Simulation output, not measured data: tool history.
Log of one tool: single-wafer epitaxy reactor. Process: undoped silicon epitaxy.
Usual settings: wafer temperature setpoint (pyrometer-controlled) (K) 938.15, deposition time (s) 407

| run | hour | wafer temperature setpoint (pyrometer-controlled) (K) | deposition time (s) | read-back reference wafer on the same gauge, thickness_nm | mean film thickness on the monitor wafer (angstrom) |
|---|---|---|---|---|---|
| 1 | 0.0 | 938.15 | 407 | 103.982 | 991.53 |
| 2 | 32.0 | 938.15 | 407 | 103.982 | 987.08 |
| 3 | 96.8 | 938.15 | 369 | 103.971 | 899.49 |
| 4 | 166.7 | 938.15 | 407 | 103.924 | 997.50 |
| 5 | 222.3 | 938.15 | 407 | 104.068 | 1000.99 |
| 6 | 287.3 | 938.15 | 407 | 104.021 | 1005.10 |
| 7 | 321.0 | 930.15 | 407 | 104.008 | 827.28 |
| 8 | 346.7 | 930.15 | 407 | 103.949 | 830.29 |
|  | 394.1 | gauge calibrated |
| 9 | 398.3 | 938.15 | 354 | 104.029 | 878.72 |
|  | 438.1 | pyrometer calibrated |
| 10 | 468.9 | 924.15 | 347 | 103.951 | 556.80 |
| 11 | 518.0 | 938.15 | 442 | 103.958 | 1004.25 |
| 12 | 567.2 | 938.15 | 407 | 104.009 | 925.53 |

Run 13 comes next. What will it give?
| 13 | 603.1 | 923.15 | 462 | ? | ? |

Run 13 gave read-back reference wafer on the same gauge, thickness_nm 104.001, mean film thickness on the monitor wafer (angstrom) 725.34.
Without the tool's hidden state the same run would have given mean film thickness on the monitor wafer (angstrom) 733.70.
